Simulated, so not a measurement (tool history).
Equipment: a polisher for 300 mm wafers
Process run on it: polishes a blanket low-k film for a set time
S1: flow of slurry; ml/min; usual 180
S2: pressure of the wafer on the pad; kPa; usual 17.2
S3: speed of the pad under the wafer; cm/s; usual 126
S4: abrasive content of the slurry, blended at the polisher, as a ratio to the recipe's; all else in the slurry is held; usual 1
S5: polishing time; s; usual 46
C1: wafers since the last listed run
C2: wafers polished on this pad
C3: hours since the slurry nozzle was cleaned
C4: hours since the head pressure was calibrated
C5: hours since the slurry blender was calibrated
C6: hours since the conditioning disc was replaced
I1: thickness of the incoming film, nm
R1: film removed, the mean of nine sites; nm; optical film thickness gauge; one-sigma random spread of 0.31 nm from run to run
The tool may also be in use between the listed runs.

run 1 hour=0 | S1=180 S2=17.2 S3=126 S4=1 S5=46 | C1=0 C2=758 C3=15.2 C4=220.6 C5=60.6 C6=152.1 | I1=547.2 | R1=30.9
run 2 hour=70.6 | S1=180 S2=17.2 S3=126 S4=1 S5=46 | C1=625 C2=1384 C3=85.8 C4=291.2 C5=131.2 C6=222.7 | I1=539.7 | R1=32
run 3 hour=135.2 | S1=180 S2=17.2 S3=126 S4=1 S5=46 | C1=572 C2=1956 C3=150.4 C4=355.8 C5=195.8 C6=287.3 | I1=538.2 | R1=31.6
-- hour=151.8 slurry blender recalibrated
run 4 hour=162.4 | S1=180 S2=17.2 S3=126 S4=1 S5=46 | C1=223 C2=2179 C3=177.6 C4=383 C5=10.6 C6=314.5 | I1=538.5 | R1=31.6
-- hour=171.3 worn pad replaced by a new one
-- hour=193 slurry nozzle cleaned
run 5 hour=208.3 | S1=210 S2=17.2 S3=126 S4=1 S5=46 | C1=362 C2=319 C3=15.3 C4=428.9 C5=56.5 C6=360.4 | I1=540.2 | R1=32.8
run 6 hour=247.9 | S1=180 S2=17.2 S3=126 S4=1 S5=46 | C1=350 C2=669 C3=54.9 C4=468.5 C5=96.1 C6=400 | I1=544.3 | R1=31.4
run 7 hour=276.7 | S1=180 S2=17.2 S3=126 S4=1 S5=46 | C1=255 C2=925 C3=83.7 C4=497.3 C5=124.9 C6=428.8 | I1=531.8 | R1=32.1
-- hour=307.6 conditioning disc replaced and pad reconditioned
run 8 hour=311.7 | S1=180 S2=17.2 S3=126 S4=1 S5=46 | C1=292 C2=1217 C3=118.7 C4=532.3 C5=159.9 C6=4.1 | I1=538.5 | R1=32.4
run 9 hour=364.6 | S1=180 S2=17.2 S3=126 S4=1 S5=46 | C1=468 C2=1686 C3=171.6 C4=585.2 C5=212.8 C6=57 | I1=534.3 | R1=32.4
-- hour=372.3 slurry blender recalibrated
-- hour=375.3 worn pad replaced by a new one
-- hour=417.2 slurry nozzle cleaned
run 10 hour=426.8 | S1=180 S2=17.2 S3=126 S4=1 S5=46 | C1=498 C2=447 C3=9.6 C4=647.4 C5=54.5 C6=119.2 | I1=529.7 | R1=32.4
run 11 hour=457.1 | S1=180 S2=17.2 S3=126 S4=1 S5=46 | C1=268 C2=715 C3=39.9 C4=677.7 C5=84.8 C6=149.5 | I1=547.3 | R1=33.5
run 12 hour=522.6 | S1=180 S2=17.2 S3=126 S4=1 S5=46 | C1=580 C2=1296 C3=105.4 C4=743.2 C5=150.3 C6=215 | I1=538.1 | R1=34.7
-- hour=532.3 head pressure recalibrated
run 13 hour=557.7 | S1=180 S2=18.6 S3=168 S4=1 S5=41 | C1=293 C2=1589 C3=140.5 C4=25.4 C5=185.4 C6=250.1 | I1=541.9 | R1=35.9
run 14 hour=606.2 | S1=180 S2=17.2 S3=126 S4=1 S5=46 | C1=429 C2=2019 C3=189 C4=73.9 C5=233.9 C6=298.6 | I1=537.3 | R1=30.4
-- hour=629.6 worn pad replaced by a new one
-- hour=642 slurry blender recalibrated
run 15 hour=654.7 | S1=180 S2=22.1 S3=126 S4=1.3 S5=57 | C1=376 C2=204 C3=237.5 C4=122.4 C5=12.7 C6=347.1 | I1=543.6 | R1=49.1
run 16 hour=678.7 | S1=180 S2=12.4 S3=112 S4=0.8 S5=46 | C1=212 C2=416 C3=261.5 C4=146.4 C5=36.7 C6=371.1 | I1=541.8 | R1=20.8
-- hour=689.9 slurry nozzle cleaned
run 17 hour=721.9 | S1=180 S2=11 S3=102 S4=0.75 S5=46 | C1=373 C2=790 C3=32 C4=189.6 C5=79.9 C6=414.3 | I1=531.2 | R1=17.5
run 18 hour=771.2 | S1=180 S2=17.2 S3=126 S4=1 S5=46 | C1=436 C2=1227 C3=81.3 C4=238.9 C5=129.2 C6=463.6 | I1=538.8 | R1=31.1
run 19 hour=816.7 | S1=115 S2=17.2 S3=126 S4=1 S5=46 | C1=403 C2=1630 C3=126.8 C4=284.4 C5=174.7 C6=509.1 | I1=550.7 | R1=28.3
run 20 hour=873.1 | S1=180 S2=17.2 S3=168 S4=1 S5=46 | C1=499 C2=2130 C3=183.2 C4=340.8 C5=231.1 C6=565.5 | I1=542.9 | R1=39.5
-- hour=879.7 conditioning disc replaced and pad reconditioned
-- hour=881.9 worn pad replaced by a new one
-- hour=894.3 slurry blender recalibrated
run 21 hour=931.5 | S1=230 S2=17.2 S3=114 S4=1 S5=46 | C1=462 C2=421 C3=241.6 C4=399.2 C5=37.2 C6=51.8 | I1=540.9 | R1=29.8
-- hour=961.5 slurry nozzle cleaned
run 22 hour=996.5 | S1=220 S2=17.2 S3=126 S4=0.9 S5=46 | C1=566 C2=988 C3=35 C4=464.2 C5=102.2 C6=116.8 | I1=541 | R1=31.8
run 23 hour=1065.1 | S1=150 S2=17.2 S3=126 S4=1 S5=46 | C1=607 C2=1596 C3=103.6 C4=532.8 C5=170.8 C6=185.4 | I1=545.4 | R1=31.8
-- hour=1101.9 worn pad replaced by a new one
run 24 hour=1126.1 | S1=200 S2=15.9 S3=126 S4=1 S5=52 | C1=504 C2=214 C3=164.6 C4=593.8 C5=231.8 C6=246.4 | I1=538.2 | R1=34.6
-- hour=1146.9 slurry blender recalibrated
-- hour=1177.5 head pressure recalibrated
run 25 hour=1188.7 | S1=180 S2=17.2 S3=126 S4=1 S5=46 | C1=519 C2=733 C3=227.2 C4=11.2 C5=41.8 C6=309 | I1=533.5 | R1=31.4

Below, some changes in R1 between adjacent runs. For each, the amount present without the hidden state too (settings, incoming material, random variation) and the amount remaining for the hidden state with gauge scatter not shared by both compared results:
Hidden state present: removal rate lost through wear of the pad, %; slurry flow missing at the pad, %; deviation of the head's pressure from its setpoint, %; abrasive missing from the slurry, %; time polished since the conditioner stopped cutting, s.
Run 12 -> 13: S2 17.2 -> 18.6, S3 126 -> 168, S5 46 -> 41, head pressure recalibrated. R1 +1.2 nm: hidden state -3.3, all else +4.5.
Run 14 -> 15: S2 17.2 -> 22.1, S4 1 -> 1.3, S5 46 -> 57, worn pad replaced by a new one, slurry blender recalibrated. R1 +18.7 nm: hidden state +0.2, all else +18.5.
Run 15 -> 16: S2 22.1 -> 12.4, S3 126 -> 112, S4 1.3 -> 0.8, S5 57 -> 46. R1 -28.3 nm: hidden state -0.2, all else -28.1.
Run 24 -> 25: S1 200 -> 180, S2 15.9 -> 17.2, S5 52 -> 46, slurry blender recalibrated, head pressure recalibrated. R1 -3.2 nm: hidden state -1.6, all else -1.6.

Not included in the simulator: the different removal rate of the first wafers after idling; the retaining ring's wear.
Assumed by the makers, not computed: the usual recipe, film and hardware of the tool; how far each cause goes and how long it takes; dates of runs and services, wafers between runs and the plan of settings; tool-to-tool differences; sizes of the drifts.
